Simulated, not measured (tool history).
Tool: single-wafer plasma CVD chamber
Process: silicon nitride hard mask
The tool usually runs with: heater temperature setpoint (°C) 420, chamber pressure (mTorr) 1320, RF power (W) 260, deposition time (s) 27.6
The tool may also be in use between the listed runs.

| run | day | heater temperature setpoint (°C) | chamber pressure (mTorr) | RF power (W) | deposition time (s) | wafers since the last listed run | hours since the last thermocouple change | hours since the last RF generator calibration | hours since the last manometer calibration | hours since the showerhead was replaced | hours since the gauge calibration | read-back reference wafer on the same gauge, thickness_nm | mean film thickness on the monitor wafer (Å) |
|---|---|---|---|---|---|---|---|---|---|---|---|---|---|
| 1 | 0.000 | 420 | 1580 | 260 | 26.5 | 0 | 1692.7 | 748.2 | 1790.6 | 6202.3 | 210.2 | 21.291 | 249.09 |
| 2 | 0.592 | 420 | 1580 | 260 | 26.5 | 373 | 1706.9 | 762.4 | 1804.8 | 6216.5 | 224.4 | 21.305 | 250.00 |
| 3 | 1.275 | 420 | 1240 | 260 | 27.6 | 431 | 1723.3 | 778.8 | 1821.2 | 6232.9 | 240.8 | 21.287 | 244.69 |
| 4 | 1.700 | 420 | 1240 | 260 | 27.6 | 268 | 1733.5 | 789.0 | 1831.4 | 6243.1 | 251.0 | 21.316 | 243.51 |
| 5 | 2.233 | 420 | 1320 | 260 | 27.6 | 336 | 1746.3 | 801.8 | 1844.2 | 6255.9 | 263.8 | 21.285 | 247.36 |
| 6 | 2.850 | 420 | 1320 | 260 | 27.6 | 389 | 1761.1 | 816.6 | 1859.0 | 6270.7 | 278.6 | 21.298 | 247.52 |
| 7 | 3.338 | 420 | 1460 | 295 | 27.6 | 307 | 1772.8 | 828.3 | 1870.7 | 6282.4 | 290.3 | 21.310 | 271.41 |
| 8 | 4.121 | 420 | 1320 | 260 | 27.6 | 494 | 1791.6 | 847.1 | 1889.5 | 6301.2 | 309.1 | 21.300 | 247.39 |
|  | 4.762 | gauge calibrated |
| 9 | 5.088 | 420 | 1320 | 260 | 27.6 | 609 | 1814.8 | 870.3 | 1912.7 | 6324.4 | 7.8 | 21.288 | 247.47 |
|  | 5.750 | thermocouple changed; heater temperature recalibrated |
| 10 | 5.762 | 420 | 1320 | 260 | 27.6 | 215 | 0.3 | 886.5 | 1928.9 | 6340.6 | 24.0 | 21.313 | 247.88 |
| 11 | 6.088 | 420 | 1320 | 260 | 27.6 | 205 | 8.1 | 894.3 | 1936.7 | 6348.4 | 31.8 | 21.296 | 248.07 |
| 12 | 6.529 | 420 | 1320 | 260 | 27.6 | 278 | 18.7 | 904.9 | 1947.3 | 6359.0 | 42.4 | 21.300 | 247.25 |
|  | 7.442 | showerhead replaced |
| 13 | 7.462 | 425 | 1320 | 260 | 27.6 | 378 | 41.1 | 927.3 | 1969.7 | 0.5 | 64.8 | 21.298 | 247.03 |
| 14 | 7.567 | 430 | 1320 | 260 | 31.1 | 65 | 43.6 | 929.8 | 1972.2 | 3.0 | 67.3 | 21.298 | 277.49 |
| 15 | 7.912 | 432 | 1630 | 215 | 24.9 | 218 | 51.9 | 938.1 | 1980.5 | 11.3 | 75.6 | 21.282 | 210.67 |
| 16 | 8.508 | 420 | 1320 | 260 | 27.6 | 375 | 66.2 | 952.4 | 1994.8 | 25.6 | 89.9 | 21.311 | 246.96 |
|  | 8.900 | RF generator calibrated |
|  | 9.167 | capacitance manometer re-zeroed and calibrated |
| 17 | 9.188 | 416 | 1100 | 240 | 23.2 | 49 | 82.5 | 6.9 | 0.5 | 41.9 | 106.2 | 21.314 | 198.77 |
| 18 | 9.288 | 420 | 1320 | 260 | 27.6 | 63 | 84.9 | 9.3 | 2.9 | 44.3 | 108.6 | 21.295 | 257.01 |
| 19 | 9.921 | 420 | 1320 | 260 | 27.6 | 399 | 100.1 | 24.5 | 18.1 | 59.5 | 123.8 | 21.285 | 256.17 |
| 20 | 10.646 | 433 | 1320 | 245 | 27.6 | 457 | 117.5 | 41.9 | 35.5 | 76.9 | 141.2 | 21.301 | 246.54 |
| 21 | 11.121 | 420 | 1320 | 260 | 27.6 | 299 | 128.9 | 53.3 | 46.9 | 88.3 | 152.6 | 21.310 | 256.06 |
| 22 | 11.450 | 420 | 1410 | 260 | 29.3 | 207 | 136.8 | 61.2 | 54.8 | 96.2 | 160.5 | 21.288 | 275.43 |
| 23 | 12.154 | 420 | 1320 | 225 | 24.7 | 444 | 153.7 | 78.1 | 71.7 | 113.1 | 177.4 | 21.300 | 210.80 |
| 24 | 12.779 | 420 | 1320 | 260 | 27.6 | 394 | 168.7 | 93.1 | 86.7 | 128.1 | 192.4 | 21.307 | 253.85 |
| 25 | 13.421 | 428 | 1320 | 295 | 23.9 | 404 | 184.1 | 108.5 | 102.1 | 143.5 | 207.8 | 21.309 | 235.15 |
| 26 | 13.954 | 426 | 1320 | 305 | 27.6 | 336 | 196.9 | 121.3 | 114.9 | 156.3 | 220.6 | 21.299 | 277.35 |
| 27 | 14.625 | 420 | 1570 | 260 | 31.4 | 423 | 213.0 | 137.4 | 131.0 | 172.4 | 236.7 | 21.289 | 299.81 |

Alternative continuations, all from the tool just after run 27; predict every row:
| A | 14.642 | 420 | 1610 | 260 | 27.6 | 10 | 213.4 | 137.8 | 131.4 | 172.8 | 237.1 | ? | ? |
| B | 14.642 | 433 | 1190 | 260 | 27.6 | 10 | 213.4 | 137.8 | 131.4 | 172.8 | 237.1 | ? | ? |
| C | 14.642 | 420 | 1240 | 275 | 27.6 | 10 | 213.4 | 137.8 | 131.4 | 172.8 | 237.1 | ? | ? |

| run | read-back reference wafer on the same gauge, thickness_nm | mean film thickness on the monitor wafer (Å) |
|---|---|---|
| A | 21.291 | 265.70 |
| B | 21.291 | 245.15 |
| C | 21.291 | 256.88 |
Take away the tool's hidden state, keep each run's random variation, and the runs would have read:
| run | mean film thickness on the monitor wafer (Å) |
|---|---|
| A | 271.51 |
| B | 250.52 |
| C | 262.50 |

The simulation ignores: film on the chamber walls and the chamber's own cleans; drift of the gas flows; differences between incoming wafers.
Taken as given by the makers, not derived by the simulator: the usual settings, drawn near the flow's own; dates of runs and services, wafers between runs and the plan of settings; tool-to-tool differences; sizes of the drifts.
